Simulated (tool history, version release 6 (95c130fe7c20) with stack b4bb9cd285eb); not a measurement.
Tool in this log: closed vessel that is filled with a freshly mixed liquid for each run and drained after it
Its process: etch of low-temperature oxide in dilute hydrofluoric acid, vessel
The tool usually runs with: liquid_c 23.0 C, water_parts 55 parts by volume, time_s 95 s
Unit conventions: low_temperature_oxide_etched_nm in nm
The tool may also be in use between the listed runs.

run	hour	liquid_c	water_parts	time_s	read-back film thickness of the low-temperature oxide reference wafer, read on the same gauge (nm)	low_temperature_oxide_etched_nm
1	0.0	23.0	55	95	79.98	16.58
2	36.8	23.0	40	110	79.97	26.93
3	110.2	23.0	40	110	80.00	26.24
4	158.2	23.0	55	95	79.98	16.27
5	200.5	23.0	55	95	79.97	16.19
# hour 244.3: thermometer replaced
6	265.7	27.0	55	95	80.02	20.73
7	335.0	23.0	55	95	80.03	17.50
8	431.7	23.0	55	95	80.06	17.54
9	494.2	23.0	55	95	79.98	17.18
# hour 560.5: hydrofluoric acid flow meter replaced
10	600.4	23.0	55	95	80.01	17.24
# hour 644.6: gauge calibrated
11	665.1	23.0	50	65	80.00	12.93
12	968.7	23.0	50	65	79.97	12.49
13	1042.5	23.0	50	65	80.00	12.38

For run 14, what comes out?
14	1110.2	24.5	40	45	?	?

{"run 14": {"read-back film thickness of the low-temperature oxide reference wafer, read on the same gauge (nm)": 80.02, "low_temperature_oxide_etched_nm": 11.5}}
Take away the tool's hidden state, keep the run-to-run variation as it was, and the same run would have given low_temperature_oxide_etched_nm 12.64 nm.

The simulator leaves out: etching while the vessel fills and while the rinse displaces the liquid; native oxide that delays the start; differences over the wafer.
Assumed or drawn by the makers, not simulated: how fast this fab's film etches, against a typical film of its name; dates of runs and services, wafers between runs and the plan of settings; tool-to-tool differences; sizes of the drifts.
